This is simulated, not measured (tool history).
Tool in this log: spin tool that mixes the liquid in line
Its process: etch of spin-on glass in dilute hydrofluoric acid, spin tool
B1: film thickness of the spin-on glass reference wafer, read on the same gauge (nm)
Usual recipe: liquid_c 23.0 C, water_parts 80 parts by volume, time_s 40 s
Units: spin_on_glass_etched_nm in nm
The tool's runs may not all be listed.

Run 1, hour 0.0: usual settings but water_parts 110 parts by volume; B1 100.00. Result: spin_on_glass_etched_nm 10.07 nm.
Run 2, hour 57.2: usual settings but water_parts 110 parts by volume; B1 100.05. Result: spin_on_glass_etched_nm 10.10 nm.
Run 3, hour 121.0: usual settings but water_parts 110 parts by volume; B1 99.96. Result: spin_on_glass_etched_nm 10.08 nm.
Run 4, hour 187.3: usual settings; B1 100.00. Result: spin_on_glass_etched_nm 14.37 nm.
Run 5, hour 261.0: usual settings; B1 99.98. Result: spin_on_glass_etched_nm 14.21 nm.
Run 6, hour 332.9: usual settings; B1 100.02. Result: spin_on_glass_etched_nm 14.12 nm.
Run 7, hour 439.0: usual settings but liquid_c 25.0 C; B1 100.04. Result: spin_on_glass_etched_nm 15.29 nm.
Run 8, hour 493.5: usual settings but time_s 50 s; B1 100.02. Result: spin_on_glass_etched_nm 17.62 nm.
At hour 528.6: thermometer replaced.
Run 9, hour 576.9: usual settings but time_s 50 s; B1 100.01. Result: spin_on_glass_etched_nm 18.50 nm.
Run 10, hour 662.6: usual settings but water_parts 70 parts by volume; B1 99.98. Result: spin_on_glass_etched_nm 17.14 nm.
At hour 769.3: hydrofluoric acid flow meter replaced.
Run 11, hour 956.2: usual settings but liquid_c 26.0 C; B1 100.01. Result: spin_on_glass_etched_nm 16.40 nm.
Run 12, hour 1014.3: usual settings; B1 99.96. Result: spin_on_glass_etched_nm 14.47 nm.
Run 13, hour 1079.3: usual settings; B1 100.03. Result: spin_on_glass_etched_nm 14.53 nm.
Run 14, hour 1144.7: usual settings but time_s 25 s; B1 99.99. Result: spin_on_glass_etched_nm 9.04 nm.
Run 15, hour 1246.5: usual settings but water_parts 90 parts by volume, time_s 35 s; B1 100.02. Result: spin_on_glass_etched_nm 10.93 nm.
Run 16, hour 1315.1: usual settings but water_parts 95 parts by volume, time_s 45 s; B1 100.01. Result: spin_on_glass_etched_nm 13.21 nm.
Run 17, hour 1386.4: usual settings but time_s 20 s; B1 99.99. Result: spin_on_glass_etched_nm 7.05 nm.
Run 18, hour 1485.8: usual settings but water_parts 65 parts by volume; B1 100.01. Result: spin_on_glass_etched_nm 17.74 nm.
Run 19, hour 1550.2: usual settings but water_parts 45 parts by volume; B1 100.01. Result: spin_on_glass_etched_nm 26.09 nm.
Run 20, hour 1644.3: usual settings but liquid_c 21.0 C, water_parts 60 parts by volume; B1 99.97. Result: spin_on_glass_etched_nm 17.60 nm.
At hour 1665.4: hydrofluoric acid flow meter replaced.
At hour 1678.7: thermometer replaced.
Run 21, hour 1745.3: usual settings; B1 99.99. Result: spin_on_glass_etched_nm 14.68 nm.
At hour 1828.1: gauge calibrated.
Run 22, hour 2000.7: usual settings but liquid_c 21.5 C; B1 100.02. Result: spin_on_glass_etched_nm 13.70 nm.
Run 23, hour 2069.3: usual settings but liquid_c 21.5 C, water_parts 50 parts by volume, time_s 20 s; B1 100.00. Result: spin_on_glass_etched_nm 11.35 nm.
Run 24, hour 2376.5: usual settings but water_parts 115 parts by volume; B1 99.99. Result: spin_on_glass_etched_nm 9.54 nm.
Run 25, hour 2458.9: usual settings but liquid_c 24.5 C, water_parts 50 parts by volume, time_s 50 s; B1 100.05. Result: spin_on_glass_etched_nm 31.69 nm.

Run 26 has not been measured yet. What should we expect?
Run 26, hour 2507.7: usual settings but liquid_c 19.0 C, water_parts 90 parts by volume, time_s 55 s; B1 ?. Result: spin_on_glass_etched_nm ?.

Run 26 came out at B1 100.00, spin_on_glass_etched_nm 14.57 nm.
With the hidden condition absent and the run-to-run variation left alone, this run would have shown spin_on_glass_etched_nm 15.24 nm.
